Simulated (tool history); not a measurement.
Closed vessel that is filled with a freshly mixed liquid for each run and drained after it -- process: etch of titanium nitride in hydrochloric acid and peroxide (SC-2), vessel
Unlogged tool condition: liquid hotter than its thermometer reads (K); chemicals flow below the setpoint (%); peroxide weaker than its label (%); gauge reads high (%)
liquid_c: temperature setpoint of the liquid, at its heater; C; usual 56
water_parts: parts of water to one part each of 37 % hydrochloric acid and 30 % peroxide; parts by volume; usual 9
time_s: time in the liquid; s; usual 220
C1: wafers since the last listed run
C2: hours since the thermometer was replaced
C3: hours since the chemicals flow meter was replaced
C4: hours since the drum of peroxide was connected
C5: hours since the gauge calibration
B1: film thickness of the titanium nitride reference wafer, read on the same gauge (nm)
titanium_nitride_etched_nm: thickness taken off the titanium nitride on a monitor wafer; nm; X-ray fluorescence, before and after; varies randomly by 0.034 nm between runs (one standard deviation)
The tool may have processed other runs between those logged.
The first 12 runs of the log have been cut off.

run 13 hour=681.2 | liquid_c=48.5 water_parts=7 time_s=100 | C1=8558 C2=267.6 C3=837.5 C4=630.5 C5=2973.6 | B1=120.001 | titanium_nitride_etched_nm=1.642
-- hour=685.1 new drum of peroxide connected
run 14 hour=707.8 | liquid_c=56 water_parts=9 time_s=220 | C1=3309 C2=294.2 C3=864.1 C4=22.7 C5=3000.2 | B1=120.004 | titanium_nitride_etched_nm=4.978
run 15 hour=747.7 | liquid_c=66 water_parts=10.5 time_s=220 | C1=5158 C2=334.1 C3=904 C4=62.6 C5=3040.1 | B1=119.975 | titanium_nitride_etched_nm=8.085
-- hour=766.4 chemicals flow meter replaced
-- hour=774.6 gauge calibrated
run 16 hour=813.3 | liquid_c=56 water_parts=5.5 time_s=105 | C1=8351 C2=399.7 C3=46.9 C4=128.2 C5=38.7 | B1=120.002 | titanium_nitride_etched_nm=3.44
run 17 hour=857 | liquid_c=50 water_parts=9 time_s=220 | C1=5649 C2=443.4 C3=90.6 C4=171.9 C5=82.4 | B1=120.009 | titanium_nitride_etched_nm=3.338
run 18 hour=921.1 | liquid_c=56 water_parts=9 time_s=145 | C1=8287 C2=507.5 C3=154.7 C4=236 C5=146.5 | B1=119.998 | titanium_nitride_etched_nm=3.21
run 19 hour=966.3 | liquid_c=56 water_parts=12.5 time_s=340 | C1=5843 C2=552.7 C3=199.9 C4=281.2 C5=191.7 | B1=120.009 | titanium_nitride_etched_nm=5.733
run 20 hour=1001.5 | liquid_c=56 water_parts=9 time_s=220 | C1=4550 C2=587.9 C3=235.1 C4=316.4 C5=226.9 | B1=119.959 | titanium_nitride_etched_nm=4.911
run 21 hour=1056.4 | liquid_c=46.5 water_parts=7.5 time_s=260 | C1=7097 C2=642.8 C3=290 C4=371.3 C5=281.8 | B1=120.039 | titanium_nitride_etched_nm=3.628
run 22 hour=1154.9 | liquid_c=49 water_parts=10.5 time_s=220 | C1=12734 C2=741.3 C3=388.5 C4=469.8 C5=380.3 | B1=119.98 | titanium_nitride_etched_nm=2.72
run 23 hour=1217 | liquid_c=56 water_parts=12 time_s=220 | C1=8028 C2=803.4 C3=450.6 C4=531.9 C5=442.4 | B1=119.985 | titanium_nitride_etched_nm=3.87
run 24 hour=1286.2 | liquid_c=56 water_parts=7 time_s=220 | C1=8946 C2=872.6 C3=519.8 C4=601.1 C5=511.6 | B1=120.015 | titanium_nitride_etched_nm=5.939
run 25 hour=1311.4 | liquid_c=56 water_parts=12.5 time_s=270 | C1=3257 C2=897.8 C3=545 C4=626.3 C5=536.8 | B1=120.023 | titanium_nitride_etched_nm=4.602
-- hour=1370.8 thermometer replaced
-- hour=1444 new drum of peroxide connected
-- hour=1485.1 chemicals flow meter replaced
run 26 hour=1503.4 | liquid_c=56 water_parts=9 time_s=220 | C1=24434 C2=132.6 C3=18.3 C4=59.4 C5=728.8 | B1=119.984 | titanium_nitride_etched_nm=4.942
run 27 hour=1535.1 | liquid_c=56 water_parts=9 time_s=220 | C1=4098 C2=164.3 C3=50 C4=91.1 C5=760.5 | B1=119.976 | titanium_nitride_etched_nm=4.874
run 28 hour=1639.1 | liquid_c=56 water_parts=8 time_s=220 | C1=13445 C2=268.3 C3=154 C4=195.1 C5=864.5 | B1=119.995 | titanium_nitride_etched_nm=5.432

Run 29 has not been measured yet. What should we expect?
run 29 hour=1703.2 | liquid_c=48.5 water_parts=11 time_s=220 | C1=8287 C2=332.4 C3=218.1 C4=259.2 C5=928.6 | B1=? | titanium_nitride_etched_nm=?

B1: 120.01
titanium_nitride_etched_nm: 2.548 nm
Were there no unlogged condition in the tool, this run, its random variation unchanged, would have produced titanium_nitride_etched_nm 2.548 nm.
